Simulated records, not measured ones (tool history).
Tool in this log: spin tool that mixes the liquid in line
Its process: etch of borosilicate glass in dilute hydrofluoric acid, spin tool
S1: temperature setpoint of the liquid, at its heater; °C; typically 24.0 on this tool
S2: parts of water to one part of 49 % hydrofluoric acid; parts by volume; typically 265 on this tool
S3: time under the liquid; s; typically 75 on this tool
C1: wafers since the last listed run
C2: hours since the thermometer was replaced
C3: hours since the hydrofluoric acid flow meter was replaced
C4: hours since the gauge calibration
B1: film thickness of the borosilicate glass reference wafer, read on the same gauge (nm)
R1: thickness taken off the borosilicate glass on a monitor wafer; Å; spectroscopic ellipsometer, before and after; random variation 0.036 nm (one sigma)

| run | day | S1 | S2 | S3 | C1 | C2 | C3 | C4 | B1 | R1 |
|---|---|---|---|---|---|---|---|---|---|---|
| 1 | 0.000 | 24.0 | 265 | 45 | 0 | 1020.5 | 912.4 | 533.7 | 70.015 | 25.99 |
| 2 | 4.217 | 23.0 | 265 | 75 | 1062 | 1121.7 | 1013.6 | 634.9 | 69.993 | 41.93 |
| 3 | 6.083 | 23.0 | 265 | 75 | 470 | 1166.5 | 1058.4 | 679.7 | 70.001 | 41.71 |
| 4 | 8.908 | 23.0 | 265 | 75 | 711 | 1234.3 | 1126.2 | 747.5 | 70.023 | 41.78 |
|  | 11.238 | gauge calibrated |
| 5 | 11.896 | 24.0 | 265 | 75 | 752 | 1306.0 | 1197.9 | 15.8 | 70.019 | 43.21 |
| 6 | 14.371 | 24.0 | 265 | 75 | 623 | 1365.4 | 1257.3 | 75.2 | 70.021 | 42.85 |
| 7 | 16.529 | 24.0 | 265 | 75 | 543 | 1417.2 | 1309.1 | 127.0 | 70.013 | 42.06 |
| 8 | 18.746 | 24.0 | 265 | 75 | 558 | 1470.4 | 1362.3 | 180.2 | 69.966 | 42.89 |
| 9 | 23.154 | 24.0 | 265 | 75 | 1110 | 1576.2 | 1468.1 | 286.0 | 70.031 | 42.40 |
|  | 28.883 | hydrofluoric acid flow meter replaced |
| 10 | 30.862 | 24.0 | 265 | 75 | 1931 | 1761.2 | 47.5 | 471.0 | 70.014 | 42.31 |
| 11 | 35.229 | 27.5 | 265 | 75 | 1100 | 1866.0 | 152.3 | 575.8 | 69.977 | 48.69 |
| 12 | 37.942 | 20.0 | 340 | 105 | 683 | 1931.1 | 217.4 | 640.9 | 70.012 | 37.05 |
|  | 41.742 | gauge calibrated |
| 13 | 42.292 | 24.0 | 325 | 75 | 1095 | 2035.5 | 321.8 | 13.2 | 69.987 | 32.25 |
| 14 | 45.600 | 24.0 | 350 | 90 | 833 | 2114.9 | 401.2 | 92.6 | 70.017 | 34.86 |
| 15 | 49.583 | 24.0 | 265 | 75 | 1003 | 2210.5 | 496.8 | 188.2 | 69.983 | 41.69 |
|  | 51.967 | thermometer replaced |
| 16 | 53.329 | 24.0 | 265 | 30 | 933 | 32.7 | 586.7 | 278.1 | 69.985 | 17.76 |
| 17 | 57.804 | 24.0 | 265 | 75 | 1127 | 140.1 | 694.1 | 385.5 | 69.969 | 45.58 |
| 18 | 61.050 | 25.5 | 320 | 60 | 817 | 218.0 | 772.0 | 463.4 | 70.016 | 30.02 |
| 19 | 62.862 | 24.0 | 265 | 75 | 456 | 261.5 | 815.5 | 506.9 | 69.992 | 44.88 |
| 20 | 65.846 | 28.0 | 265 | 75 | 751 | 333.1 | 887.1 | 578.5 | 70.011 | 50.57 |

What does the tool deliver on the next run?
| 21 | 67.996 | 24.0 | 265 | 75 | 541 | 384.7 | 938.7 | 630.1 | ? | ? |

B1: 70.002
R1: 43.71 Å
Take away the tool's hidden state, keep the run-to-run variation as it was, and the same run would have given R1 44.40 Å.
